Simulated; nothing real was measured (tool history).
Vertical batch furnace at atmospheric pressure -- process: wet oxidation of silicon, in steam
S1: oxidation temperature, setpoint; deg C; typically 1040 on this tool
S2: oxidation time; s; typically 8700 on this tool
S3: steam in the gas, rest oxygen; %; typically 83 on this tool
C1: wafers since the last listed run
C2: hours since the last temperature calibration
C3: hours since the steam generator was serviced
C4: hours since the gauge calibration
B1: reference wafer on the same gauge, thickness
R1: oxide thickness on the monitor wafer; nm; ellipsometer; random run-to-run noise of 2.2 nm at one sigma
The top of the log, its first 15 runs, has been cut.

Run 16, hour 742.7: usual settings but S2 7020 s, S3 77 %; C1 318; C2 1635.8; C3 104.3; C4 660.1; B1 924.65. Result: R1 792.58 nm.
Run 17, hour 792.2: usual settings; C1 602; C2 1685.3; C3 153.8; C4 709.6; B1 923.56. Result: R1 925.85 nm.
Run 18, hour 826.5: usual settings; C1 417; C2 1719.6; C3 188.1; C4 743.9; B1 923.57. Result: R1 921.44 nm.
Run 19, hour 871.3: usual settings but S1 1051 deg C, S2 11190 s; C1 545; C2 1764.4; C3 232.9; C4 788.7; B1 924.49. Result: R1 1097.63 nm.
Run 20, hour 921.8: usual settings but S1 1023 deg C, S2 4350 s, S3 90 %; C1 614; C2 1814.9; C3 283.4; C4 839.2; B1 923.97. Result: R1 612.02 nm.
Run 21, hour 982.6: usual settings but S1 1033 deg C, S3 94 %; C1 739; C2 1875.7; C3 344.2; C4 900.0; B1 922.86. Result: R1 959.14 nm.
Run 22, hour 1088.5: usual settings but S3 77 %; C1 1288; C2 1981.6; C3 450.1; C4 1005.9; B1 923.97. Result: R1 882.99 nm.
At hour 1117.0: thermocouples replaced and temperature profile calibrated.
At hour 1154.7: gauge calibrated.
Run 23, hour 1157.0: usual settings; C1 541; C2 40.0; C3 518.6; C4 2.3; B1 923.23. Result: R1 902.39 nm.
Run 24, hour 1185.8: usual settings but S1 1064 deg C, S2 6720 s, S3 75 %; C1 350; C2 68.8; C3 547.4; C4 31.1; B1 923.77. Result: R1 807.94 nm.
Run 25, hour 1221.6: usual settings but S1 1032 deg C, S2 7530 s, S3 88 %; C1 435; C2 104.6; C3 583.2; C4 66.9; B1 924.11. Result: R1 833.33 nm.
Run 26, hour 1285.8: usual settings; C1 781; C2 168.8; C3 647.4; C4 131.1; B1 924.22. Result: R1 901.20 nm.
Run 27, hour 1328.1: usual settings but S2 6090 s, S3 76 %; C1 514; C2 211.1; C3 689.7; C4 173.4; B1 924.17. Result: R1 702.72 nm.
Run 28, hour 1363.9: usual settings but S1 1061 deg C, S2 5100 s; C1 435; C2 246.9; C3 725.5; C4 209.2; B1 924.19. Result: R1 726.06 nm.
Run 29, hour 1411.6: usual settings but S2 4680 s, S3 72 %; C1 580; C2 294.6; C3 773.2; C4 256.9; B1 924.41. Result: R1 592.76 nm.
Run 30, hour 1456.4: usual settings but S1 1060 deg C, S2 11880 s, S3 77 %; C1 545; C2 339.4; C3 818.0; C4 301.7; B1 924.22. Result: R1 1094.94 nm.
Run 31, hour 1484.4: usual settings but S1 1055 deg C, S2 6780 s; C1 340; C2 367.4; C3 846.0; C4 329.7; B1 923.98. Result: R1 830.28 nm.

Each row is a separate what-if for the run after 31, all from the same tool condition, not one after another. Results?
Run A, hour 1490.9: usual settings; C1 79; C2 373.9; C3 852.5; C4 336.2; B1 ?. Result: R1 ?.
Run B, hour 1490.9: usual settings but S3 95 %; C1 79; C2 373.9; C3 852.5; C4 336.2; B1 ?. Result: R1 ?.
Run C, hour 1490.9: usual settings but S1 1030 deg C, S2 13050 s, S3 87 %; C1 79; C2 373.9; C3 852.5; C4 336.2; B1 ?. Result: R1 ?.

run      B1       R1
  A  925.63   905.30
  B  925.63   974.11
  C  925.63  1114.89
Without the tool's unlogged condition, the same runs would have read:
run       R1
  A   923.21
  B   993.44
  C  1136.92
